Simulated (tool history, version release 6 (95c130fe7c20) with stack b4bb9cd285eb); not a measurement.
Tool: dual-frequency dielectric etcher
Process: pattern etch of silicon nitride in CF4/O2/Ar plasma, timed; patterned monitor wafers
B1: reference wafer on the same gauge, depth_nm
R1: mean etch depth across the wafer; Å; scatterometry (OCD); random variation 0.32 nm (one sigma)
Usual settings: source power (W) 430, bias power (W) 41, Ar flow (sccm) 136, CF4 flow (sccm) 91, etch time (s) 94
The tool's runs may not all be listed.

{"run": 1, "hour": 0.0, "source power (W)": 430, "bias power (W)": 41, "Ar flow (sccm)": 136, "CF4 flow (sccm)": 91, "etch time (s)": 94, "B1": 163.9, "R1": 1385}
{"hour": 63.3, "done": "Ar flow controller replaced"}
{"run": 2, "hour": 71.4, "source power (W)": 430, "bias power (W)": 41, "Ar flow (sccm)": 136, "CF4 flow (sccm)": 91, "etch time (s)": 118.5, "B1": 164, "R1": 1752}
{"run": 3, "hour": 124.4, "source power (W)": 340, "bias power (W)": 41, "Ar flow (sccm)": 163, "CF4 flow (sccm)": 91, "etch time (s)": 94, "B1": 163.9, "R1": 1123}
{"run": 4, "hour": 149.3, "source power (W)": 430, "bias power (W)": 41, "Ar flow (sccm)": 136, "CF4 flow (sccm)": 91, "etch time (s)": 79, "B1": 164, "R1": 1168}
{"run": 5, "hour": 217.4, "source power (W)": 430, "bias power (W)": 41, "Ar flow (sccm)": 136, "CF4 flow (sccm)": 91, "etch time (s)": 94, "B1": 164.1, "R1": 1394}
{"run": 6, "hour": 277.0, "source power (W)": 430, "bias power (W)": 35, "Ar flow (sccm)": 136, "CF4 flow (sccm)": 91, "etch time (s)": 105.5, "B1": 164.1, "R1": 1482}
{"run": 7, "hour": 307.1, "source power (W)": 430, "bias power (W)": 33, "Ar flow (sccm)": 136, "CF4 flow (sccm)": 78, "etch time (s)": 66, "B1": 164, "R1": 878}
{"run": 8, "hour": 358.0, "source power (W)": 430, "bias power (W)": 41, "Ar flow (sccm)": 136, "CF4 flow (sccm)": 104, "etch time (s)": 94, "B1": 163.9, "R1": 1438}
{"hour": 391.6, "done": "wet clean of the chamber"}
{"run": 9, "hour": 418.1, "source power (W)": 340, "bias power (W)": 47, "Ar flow (sccm)": 157, "CF4 flow (sccm)": 91, "etch time (s)": 106.5, "B1": 164, "R1": 1337}
{"run": 10, "hour": 462.3, "source power (W)": 460, "bias power (W)": 41, "Ar flow (sccm)": 160, "CF4 flow (sccm)": 100, "etch time (s)": 105.5, "B1": 164.1, "R1": 1632}
{"run": 11, "hour": 515.8, "source power (W)": 520, "bias power (W)": 41, "Ar flow (sccm)": 136, "CF4 flow (sccm)": 97, "etch time (s)": 94, "B1": 164.1, "R1": 1638}
{"run": 12, "hour": 566.2, "source power (W)": 430, "bias power (W)": 41, "Ar flow (sccm)": 158, "CF4 flow (sccm)": 91, "etch time (s)": 94, "B1": 164.1, "R1": 1356}
{"run": 13, "hour": 618.0, "source power (W)": 430, "bias power (W)": 41, "Ar flow (sccm)": 102, "CF4 flow (sccm)": 91, "etch time (s)": 82.5, "B1": 164, "R1": 1270}
{"run": 14, "hour": 689.3, "source power (W)": 530, "bias power (W)": 41, "Ar flow (sccm)": 136, "CF4 flow (sccm)": 91, "etch time (s)": 104, "B1": 164, "R1": 1824}
{"run": 15, "hour": 715.7, "source power (W)": 430, "bias power (W)": 41, "Ar flow (sccm)": 136, "CF4 flow (sccm)": 91, "etch time (s)": 94, "B1": 164.2, "R1": 1392}
{"run": 16, "hour": 765.8, "source power (W)": 430, "bias power (W)": 41, "Ar flow (sccm)": 136, "CF4 flow (sccm)": 91, "etch time (s)": 94, "B1": 163.8, "R1": 1394}
{"run": 17, "hour": 837.2, "source power (W)": 370, "bias power (W)": 46, "Ar flow (sccm)": 136, "CF4 flow (sccm)": 73, "etch time (s)": 94, "B1": 164, "R1": 1219}
{"run": 18, "hour": 868.7, "source power (W)": 430, "bias power (W)": 41, "Ar flow (sccm)": 136, "CF4 flow (sccm)": 68, "etch time (s)": 94, "B1": 163.9, "R1": 1303}
{"run": 19, "hour": 908.4, "source power (W)": 430, "bias power (W)": 50, "Ar flow (sccm)": 149, "CF4 flow (sccm)": 99, "etch time (s)": 73.5, "B1": 164, "R1": 1173}
{"hour": 964.0, "done": "wet clean of the chamber"}
{"hour": 964.4, "done": "CF4 flow controller replaced"}
{"run": 20, "hour": 964.9, "source power (W)": 430, "bias power (W)": 36, "Ar flow (sccm)": 164, "CF4 flow (sccm)": 91, "etch time (s)": 72, "B1": 163.9, "R1": 991}

Forecast each of these 5 alternatives for the next run:
{"run": "A", "hour": 965.3, "source power (W)": 430, "bias power (W)": 41, "Ar flow (sccm)": 136, "CF4 flow (sccm)": 91, "etch time (s)": 94, "B1": "?", "R1": "?"}
{"run": "B", "hour": 965.3, "source power (W)": 390, "bias power (W)": 41, "Ar flow (sccm)": 136, "CF4 flow (sccm)": 91, "etch time (s)": 94, "B1": "?", "R1": "?"}
{"run": "C", "hour": 965.3, "source power (W)": 430, "bias power (W)": 51, "Ar flow (sccm)": 136, "CF4 flow (sccm)": 91, "etch time (s)": 94, "B1": "?", "R1": "?"}
{"run": "D", "hour": 965.3, "source power (W)": 500, "bias power (W)": 46, "Ar flow (sccm)": 156, "CF4 flow (sccm)": 91, "etch time (s)": 82, "B1": "?", "R1": "?"}
{"run": "E", "hour": 965.3, "source power (W)": 490, "bias power (W)": 33, "Ar flow (sccm)": 155, "CF4 flow (sccm)": 91, "etch time (s)": 94, "B1": "?", "R1": "?"}

run=A B1=164 R1=1392
run=B B1=164 R1=1288
run=C B1=164 R1=1500
run=D B1=164 R1=1397
run=E B1=164 R1=1413
Without the tool's hidden state the same runs would have given:
run=A R1=1383
run=B R1=1279
run=C R1=1490
run=D R1=1387
run=E R1=1404

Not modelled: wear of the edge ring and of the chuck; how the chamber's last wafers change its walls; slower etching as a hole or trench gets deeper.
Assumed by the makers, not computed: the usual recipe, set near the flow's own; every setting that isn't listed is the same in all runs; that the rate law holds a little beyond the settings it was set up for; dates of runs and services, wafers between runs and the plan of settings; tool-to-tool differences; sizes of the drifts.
